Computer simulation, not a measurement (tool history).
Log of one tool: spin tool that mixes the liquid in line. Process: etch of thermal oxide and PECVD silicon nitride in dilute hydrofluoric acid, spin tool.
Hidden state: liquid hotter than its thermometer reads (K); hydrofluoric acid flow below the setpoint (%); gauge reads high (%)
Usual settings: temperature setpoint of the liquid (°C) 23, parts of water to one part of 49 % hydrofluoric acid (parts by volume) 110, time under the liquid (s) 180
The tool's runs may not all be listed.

run   hour  temperature setpoint of the liquid (°C)  parts of water to one part of 49 % hydrofluoric acid (parts by volume)  time under the liquid (s)  wafers since the last listed run  hours since the thermometer was replaced  hours since the hydrofluoric acid flow meter was replaced  hours since the gauge calibration  read-back film thickness of the thermal oxide reference wafer, read on the same gauge (nm)  read-back film thickness of the PECVD silicon nitride reference wafer, read on the same gauge (nm)  thickness taken off the thermal oxide on a monitor wafer (angstrom)  thickness taken off the PECVD silicon nitride on a monitor wafer (angstrom)
  1      0                                       23                                                                     110                        100                                 0                                    2355.3                                                       19.1                              155.6                                                                                       59.96                                                                                             140.048                                                                   45                                                                        16.65
  2    6.3                                       23                                                                     110                        100                                53                                    2361.6                                                       25.4                              161.9                                                                                       59.98                                                                                             140.022                                                                   45                                                                        16.59
  3   15.1                                       23                                                                     110                        100                                74                                    2370.4                                                       34.2                              170.7                                                                                       60.03                                                                                             139.961                                                                 44.6                                                                        16.21
      26.1  -- thermometer replaced
  4     27                                       23                                                                     110                        180                                91                                       0.9                                                       46.1                              182.6                                                                                       59.98                                                                                             140.004                                                                 73.7                                                                        24.95
  5     45                                       23                                                                     110                        180                               151                                      18.9                                                       64.1                              200.6                                                                                       60.03                                                                                              140.02                                                                 74.1                                                                         24.6
  6   61.1                                       23                                                                     110                        180                               135                                        35                                                       80.2                              216.7                                                                                       59.98                                                                                             139.986                                                                 74.1                                                                        24.92
  7   77.3                                       26                                                                      70                         90                               136                                      51.2                                                       96.4                              232.9                                                                                       59.96                                                                                             140.003                                                                 68.9                                                                        23.61
  8  130.3                                       23                                                                      80                        120                               446                                     104.2                                                      149.4                              285.9                                                                                          60                                                                                             139.953                                                                 69.3                                                                        22.65
  9  138.6                                       23                                                                      80                        180                                69                                     112.5                                                      157.7                              294.2                                                                                       59.97                                                                                             140.003                                                                106.1                                                                        34.22
 10  151.6                                       26                                                                     110                        180                               109                                     125.5                                                      170.7                              307.2                                                                                       60.02                                                                                             140.027                                                                 82.5                                                                        30.34
 11  161.3                                     21.5                                                                      85                        125                                81                                     135.2                                                      180.4                              316.9                                                                                          60                                                                                             140.019                                                                   64                                                                        20.48
 12  171.9                                       23                                                                     110                        180                                89                                     145.8                                                        191                              327.5                                                                                          60                                                                                             140.018                                                                 73.8                                                                        24.93
 13  189.8                                     25.5                                                                     110                        100                               150                                     163.7                                                      208.9                              345.4                                                                                       59.95                                                                                             140.017                                                                   45                                                                        16.72
 14  200.3                                     18.5                                                                     140                        180                                88                                     174.2                                                      219.4                              355.9                                                                                       60.02                                                                                             139.992                                                                 46.8                                                                         14.6
     205.2  -- gauge calibrated
 15  208.3                                       23                                                                     110                        235                                67                                     182.2                                                      227.4                                3.1                                                                                       60.01                                                                                             139.985                                                                 96.2                                                                        32.77
 16  216.1                                       23                                                                     110                        180                                65                                       190                                                      235.2                               10.9                                                                                       59.98                                                                                             139.944                                                                 74.3                                                                        25.37
 17  222.2                                       23                                                                     110                        180                                51                                     196.1                                                      241.3                                 17                                                                                       59.99                                                                                                 140                                                                 74.7                                                                        24.82
 18  235.3                                       23                                                                     145                        125                               110                                     209.2                                                      254.4                               30.1                                                                                          60                                                                                             140.027                                                                 37.4                                                                        13.17
 19  249.7                                       20                                                                     110                        180                               121                                     223.6                                                      268.8                               44.5                                                                                       59.98                                                                                             139.996                                                                 65.4                                                                        20.49
 20  266.1                                     21.5                                                                     155                        180                               138                                       240                                                      285.2                               60.9                                                                                          60                                                                                             140.001                                                                 47.5                                                                        16.09
 21  272.2                                       23                                                                     110                        180                                51                                     246.1                                                      291.3                                 67                                                                                       59.98                                                                                             140.011                                                                   74                                                                        24.73
 22    285                                       23                                                                      75                        180                               107                                     258.9                                                      304.1                               79.8                                                                                       60.04                                                                                             139.956                                                                114.5                                                                        36.96
 23  300.9                                       23                                                                     110                        180                               133                                     274.8                                                        320                               95.7                                                                                       60.01                                                                                             140.008                                                                 74.3                                                                        25.14
 24  311.1                                       23                                                                     110                        180                                85                                       285                                                      330.2                              105.9                                                                                       59.98                                                                                             140.017                                                                 73.3                                                                        25.65
 25  322.1                                       23                                                                     110                        180                                92                                       296                                                      341.2                              116.9                                                                                          60                                                                                             140.022                                                                 73.8                                                                        25.55

The tool's hidden state at each run:
hydrofluoric acid flow below the setpoint (%): 0 in every run
gauge reads high (%): 0 in every run
H1: liquid hotter than its thermometer reads (K)
run     H1
  1   2.81
  2   2.82
  3   2.83
  4  0.189
  5  0.209
  6  0.227
  7  0.245
  8  0.303
  9  0.313
 10  0.327
 11  0.338
 12   0.35
 13  0.369
 14  0.381
 15   0.39
 16  0.399
 17  0.405
 18   0.42
 19  0.436
 20  0.454
 21  0.461
 22  0.475
 23  0.493
 24  0.504
 25  0.516
